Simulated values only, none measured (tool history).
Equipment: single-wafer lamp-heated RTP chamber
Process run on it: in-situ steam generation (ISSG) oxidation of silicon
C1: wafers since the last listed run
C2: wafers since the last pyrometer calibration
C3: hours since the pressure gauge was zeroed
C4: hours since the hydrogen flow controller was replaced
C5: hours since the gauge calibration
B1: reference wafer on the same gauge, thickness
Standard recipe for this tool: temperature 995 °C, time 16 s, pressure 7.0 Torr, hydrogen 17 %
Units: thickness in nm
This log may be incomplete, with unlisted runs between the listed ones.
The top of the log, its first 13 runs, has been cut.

{"run": 14, "hour": 365.2, "temperature": 1005, "time": 16, "pressure": 7.0, "hydrogen": 21, "C1": 118, "C2": 1995, "C3": 13.8, "C4": 193.7, "C5": 272.3, "B1": 3.746, "thickness": 4.624}
{"run": 15, "hour": 401.2, "temperature": 995, "time": 21, "pressure": 7.7, "hydrogen": 17, "C1": 319, "C2": 2314, "C3": 49.8, "C4": 229.7, "C5": 308.3, "B1": 3.741, "thickness": 4.825}
{"run": 16, "hour": 419.9, "temperature": 995, "time": 16, "pressure": 6.9, "hydrogen": 26, "C1": 166, "C2": 2480, "C3": 68.5, "C4": 248.4, "C5": 327.0, "B1": 3.738, "thickness": 4.704}
{"run": 17, "hour": 434.6, "temperature": 995, "time": 16, "pressure": 8.2, "hydrogen": 17, "C1": 130, "C2": 2611, "C3": 83.2, "C4": 263.1, "C5": 341.7, "B1": 3.734, "thickness": 4.242}
{"run": 18, "hour": 447.2, "temperature": 995, "time": 16, "pressure": 7.0, "hydrogen": 11, "C1": 111, "C2": 2723, "C3": 95.8, "C4": 275.7, "C5": 354.3, "B1": 3.735, "thickness": 3.833}
{"run": 19, "hour": 467.7, "temperature": 995, "time": 16, "pressure": 7.0, "hydrogen": 17, "C1": 182, "C2": 2905, "C3": 116.3, "C4": 296.2, "C5": 374.8, "B1": 3.729, "thickness": 4.223}
{"run": 20, "hour": 498.4, "temperature": 1008, "time": 19, "pressure": 7.0, "hydrogen": 17, "C1": 272, "C2": 3178, "C3": 147.0, "C4": 326.9, "C5": 405.5, "B1": 3.723, "thickness": 4.792}
{"run": 21, "hour": 524.0, "temperature": 995, "time": 16, "pressure": 7.0, "hydrogen": 17, "C1": 227, "C2": 3405, "C3": 172.6, "C4": 352.5, "C5": 431.1, "B1": 3.715, "thickness": 4.181}
{"run": 22, "hour": 545.3, "temperature": 995, "time": 16, "pressure": 7.0, "hydrogen": 17, "C1": 189, "C2": 3594, "C3": 193.9, "C4": 373.8, "C5": 452.4, "B1": 3.713, "thickness": 4.198}
{"run": 23, "hour": 559.4, "temperature": 1007, "time": 16, "pressure": 8.3, "hydrogen": 20, "C1": 125, "C2": 3719, "C3": 208.0, "C4": 387.9, "C5": 466.5, "B1": 3.705, "thickness": 4.579}
{"run": 24, "hour": 589.7, "temperature": 995, "time": 16, "pressure": 7.0, "hydrogen": 26, "C1": 269, "C2": 3988, "C3": 238.3, "C4": 418.2, "C5": 496.8, "B1": 3.7, "thickness": 4.666}
{"hour": 613.7, "done": "gauge calibrated"}
{"run": 25, "hour": 615.3, "temperature": 991, "time": 16, "pressure": 7.0, "hydrogen": 17, "C1": 227, "C2": 4216, "C3": 263.9, "C4": 443.8, "C5": 1.6, "B1": 3.77, "thickness": 4.191}
{"run": 26, "hour": 638.8, "temperature": 995, "time": 16, "pressure": 7.0, "hydrogen": 17, "C1": 208, "C2": 4424, "C3": 287.4, "C4": 467.3, "C5": 25.1, "B1": 3.771, "thickness": 4.261}
{"run": 27, "hour": 665.6, "temperature": 995, "time": 16, "pressure": 7.6, "hydrogen": 17, "C1": 238, "C2": 4662, "C3": 314.2, "C4": 494.1, "C5": 51.9, "B1": 3.771, "thickness": 4.271}
{"run": 28, "hour": 693.6, "temperature": 995, "time": 16, "pressure": 7.0, "hydrogen": 20, "C1": 248, "C2": 4911, "C3": 342.2, "C4": 522.1, "C5": 79.9, "B1": 3.771, "thickness": 4.435}
{"hour": 705.0, "done": "pyrometer window cleaned and pyrometer calibrated"}
{"run": 29, "hour": 708.6, "temperature": 977, "time": 14, "pressure": 6.9, "hydrogen": 17, "C1": 62, "C2": 32, "C3": 357.2, "C4": 537.1, "C5": 94.9, "B1": 3.768, "thickness": 3.782}
{"run": 30, "hour": 731.2, "temperature": 981, "time": 10, "pressure": 8.3, "hydrogen": 11, "C1": 200, "C2": 233, "C3": 379.8, "C4": 559.7, "C5": 117.5, "B1": 3.77, "thickness": 3.031}

5 options for the next run, each taken on its own from the tool as it stands now. Forecast them:
{"run": "A", "hour": 731.6, "temperature": 995, "time": 16, "pressure": 7.0, "hydrogen": 17, "C1": 3, "C2": 236, "C3": 380.2, "C4": 560.1, "C5": 117.9, "B1": "?", "thickness": "?"}
{"run": "B", "hour": 731.6, "temperature": 995, "time": 22, "pressure": 7.0, "hydrogen": 17, "C1": 3, "C2": 236, "C3": 380.2, "C4": 560.1, "C5": 117.9, "B1": "?", "thickness": "?"}
{"run": "C", "hour": 731.6, "temperature": 995, "time": 16, "pressure": 6.9, "hydrogen": 11, "C1": 3, "C2": 236, "C3": 380.2, "C4": 560.1, "C5": 117.9, "B1": "?", "thickness": "?"}
{"run": "D", "hour": 731.6, "temperature": 1006, "time": 16, "pressure": 7.0, "hydrogen": 17, "C1": 3, "C2": 236, "C3": 380.2, "C4": 560.1, "C5": 117.9, "B1": "?", "thickness": "?"}
{"run": "E", "hour": 731.6, "temperature": 995, "time": 16, "pressure": 7.4, "hydrogen": 11, "C1": 3, "C2": 236, "C3": 380.2, "C4": 560.1, "C5": 117.9, "B1": "?", "thickness": "?"}

run=A B1=3.768 thickness=4.246
run=B B1=3.768 thickness=4.916
run=C B1=3.768 thickness=3.837
run=D B1=3.768 thickness=4.428
run=E B1=3.768 thickness=3.862
Had the tool no hidden state, the same runs would have come out as:
run=A thickness=4.259
run=B thickness=4.932
run=C thickness=3.848
run=D thickness=4.442
run=E thickness=3.874
